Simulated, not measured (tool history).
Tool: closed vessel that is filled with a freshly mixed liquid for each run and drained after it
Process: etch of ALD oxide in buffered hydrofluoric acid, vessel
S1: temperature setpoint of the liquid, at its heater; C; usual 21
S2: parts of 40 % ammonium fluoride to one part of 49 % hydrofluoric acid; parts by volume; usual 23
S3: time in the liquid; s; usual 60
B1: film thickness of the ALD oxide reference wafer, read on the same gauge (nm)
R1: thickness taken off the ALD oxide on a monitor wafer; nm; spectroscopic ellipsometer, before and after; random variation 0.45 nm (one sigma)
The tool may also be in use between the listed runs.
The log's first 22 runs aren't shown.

Run 23, hour 232.1: usual settings; B1 119.97. Result: R1 93.55 nm.
Run 24, hour 244.7: usual settings but S1 19.5 C, S2 16 parts by volume, S3 40 s; B1 119.99. Result: R1 78.78 nm.
Run 25, hour 255.7: usual settings but S1 22.5 C, S2 15 parts by volume, S3 85 s; B1 120.02. Result: R1 210.69 nm.
At hour 259.4: gauge calibrated.
Run 26, hour 263.3: usual settings; B1 120.02. Result: R1 93.55 nm.
Run 27, hour 279.9: usual settings but S1 24.5 C, S2 30 parts by volume, S3 50 s; B1 120.02. Result: R1 78.32 nm.
Run 28, hour 286.1: usual settings; B1 119.99. Result: R1 93.57 nm.
Run 29, hour 302.3: usual settings but S3 90 s; B1 120.01. Result: R1 140.97 nm.
Run 30, hour 317.5: usual settings but S1 17 C, S2 29 parts by volume, S3 95 s; B1 120.02. Result: R1 101.32 nm.
Run 31, hour 333: usual settings but S2 30 parts by volume, S3 70 s; B1 120.01. Result: R1 90.61 nm.
Run 32, hour 345.4: usual settings but S1 23.5 C, S2 27 parts by volume, S3 75 s; B1 119.99. Result: R1 121.24 nm.
Run 33, hour 357.7: usual settings; B1 120.01. Result: R1 93.75 nm.

Forecast each of these 3 alternatives for the next run:
Run A, hour 358.4: usual settings; B1 ?. Result: R1 ?.
Run B, hour 358.4: usual settings but S1 22.5 C, S2 20.5 parts by volume; B1 ?. Result: R1 ?.
Run C, hour 358.4: usual settings but S2 20 parts by volume; B1 ?. Result: R1 ?.

run      B1      R1
  A  120.01   93.85
  B  120.01   110.4
  C  120.01  103.34
Without the tool's hidden state the same runs would have given:
run      R1
  A   91.32
  B  107.45
  C  100.56
